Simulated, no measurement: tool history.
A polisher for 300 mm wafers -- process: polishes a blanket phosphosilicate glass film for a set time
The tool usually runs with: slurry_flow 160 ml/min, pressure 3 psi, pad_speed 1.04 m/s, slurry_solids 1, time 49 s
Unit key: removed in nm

| run | hour | slurry_flow | pressure | pad_speed | slurry_solids | time | incoming thickness of the incoming film, nm | removed |
|---|---|---|---|---|---|---|---|---|
| 1 | 0 | 160 | 3 | 1.04 | 1 | 49 | 4058.4 | 360.5 |
|  | 12.9 | slurry blender recalibrated |
| 2 | 32.8 | 180 | 3.9 | 1.04 | 1 | 49 | 4058.5 | 470.5 |
|  | 44.3 | slurry nozzle cleaned |
| 3 | 79.2 | 160 | 3 | 1.04 | 1 | 49 | 4022.7 | 365.7 |
|  | 99.9 | worn pad replaced by a new one |
|  | 113.3 | conditioning disc replaced and pad reconditioned |
| 4 | 130.7 | 160 | 3 | 0.88 | 1 | 63 | 3978.8 | 421 |
| 5 | 177.2 | 200 | 3.6 | 1.04 | 1.3 | 58 | 4037.6 | 581.6 |
| 6 | 231.9 | 160 | 3.4 | 1.38 | 1 | 40 | 4006.4 | 416.9 |
| 7 | 286.1 | 160 | 3 | 1.04 | 1 | 49 | 4006.5 | 381.9 |
|  | 312.7 | head pressure recalibrated |
| 8 | 346.1 | 190 | 2.3 | 1.04 | 1.1 | 49 | 4021 | 268.5 |
| 9 | 396 | 160 | 3 | 1.04 | 1.15 | 49 | 3955.7 | 349.6 |
| 10 | 431.4 | 105 | 2.7 | 1.04 | 0.8 | 49 | 3975.2 | 269.5 |
| 11 | 494.4 | 160 | 2.2 | 1.04 | 1 | 49 | 4019.5 | 246.3 |
|  | 557 | slurry blender recalibrated |
| 12 | 557.5 | 160 | 2.3 | 1.04 | 1.3 | 55 | 4082.4 | 331.2 |
| 13 | 603.3 | 140 | 3 | 1.04 | 0.9 | 49 | 3972.6 | 343.9 |
|  | 656.4 | conditioning disc replaced and pad reconditioned |
| 14 | 657.5 | 160 | 3 | 1.04 | 1 | 49 | 4016.7 | 363 |
|  | 671.4 | worn pad replaced by a new one |
| 15 | 724.2 | 160 | 2.6 | 1.3 | 0.8 | 61 | 4066.5 | 406.6 |
|  | 823.7 | head pressure recalibrated |
| 16 | 827.5 | 160 | 3 | 1.04 | 1 | 49 | 4081.8 | 328.4 |
| 17 | 887.4 | 160 | 3 | 1.28 | 0.75 | 38 | 4033.8 | 271.5 |
|  | 910.6 | slurry nozzle cleaned |
| 18 | 949.9 | 160 | 3 | 1.04 | 1 | 49 | 4094.9 | 344.9 |
| 19 | 1014.2 | 175 | 3 | 1.04 | 1 | 49 | 4013.6 | 352.1 |
|  | 1035.2 | slurry blender recalibrated |
| 20 | 1064.8 | 160 | 3 | 1.2 | 1.2 | 49 | 4060.2 | 398.8 |
| 21 | 1114.7 | 200 | 3.9 | 1.04 | 1.1 | 39 | 4063.4 | 394 |
| 22 | 1140.3 | 160 | 3 | 1.3 | 0.75 | 58 | 3957.4 | 448.8 |

Forecast run 23:
|  | 1162.8 | conditioning disc replaced and pad reconditioned |
|  | 1184.4 | worn pad replaced by a new one |
| 23 | 1207.1 | 105 | 3 | 1.16 | 1.2 | 61 | 4012.3 | ? |

{"run 23": {"removed": 485.5}}
With no hidden state in the tool, this same run would have given removed 444.9 nm.

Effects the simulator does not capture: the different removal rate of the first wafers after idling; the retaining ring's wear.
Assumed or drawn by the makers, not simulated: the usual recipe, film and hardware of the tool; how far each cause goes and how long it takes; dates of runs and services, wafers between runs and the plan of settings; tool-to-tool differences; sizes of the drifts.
